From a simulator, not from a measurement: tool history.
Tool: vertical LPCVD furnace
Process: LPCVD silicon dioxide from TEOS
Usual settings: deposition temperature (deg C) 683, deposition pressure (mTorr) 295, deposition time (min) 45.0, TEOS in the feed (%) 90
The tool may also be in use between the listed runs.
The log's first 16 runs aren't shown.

run	hour	deposition temperature (deg C)	deposition pressure (mTorr)	deposition time (min)	TEOS in the feed (%)	read-back reference wafer on the same gauge, thickness	film thickness on the monitor wafer in the middle of the boat (nm)
17	208.9	692	295	63.0	90	221.39	398.26
18	213.0	672	295	61.0	76	221.17	219.97
19	222.9	691	225	31.0	97	220.89	173.49
20	236.4	675	295	45.0	73	220.74	170.99
21	250.2	683	230	45.0	97	220.95	210.99
22	260.4	683	320	50.5	77	221.11	249.78
23	275.6	683	295	45.0	90	221.18	232.26
24	282.5	674	295	36.5	90	221.18	150.21
25	290.9	683	295	45.0	90	221.13	231.99
26	308.0	683	315	36.0	90	220.72	189.90
27	316.7	676	360	31.5	77	221.14	139.10
28	323.5	683	295	45.0	90	220.59	231.73
29	333.5	677	240	30.0	90	220.88	120.27
30	340.0	687	295	51.5	75	220.97	264.98

5 ways to go on from here, each from the tool as it stands after run 30. What would each give?
A	344.1	683	325	45.0	90	?	?
B	344.1	693	295	34.5	90	?	?
C	344.1	688	350	51.5	90	?	?
D	344.1	692	225	34.5	85	?	?
E	344.1	693	295	45.0	90	?	?

run	read-back reference wafer on the same gauge, thickness	film thickness on the monitor wafer in the middle of the boat (nm)
A	220.96	241.42
B	220.96	223.80
C	220.96	323.22
D	220.96	185.52
E	220.96	291.92
Without the tool's hidden state the same runs would have given:
run	film thickness on the monitor wafer in the middle of the boat (nm)
A	239.58
B	222.13
C	320.77
D	184.13
E	289.73
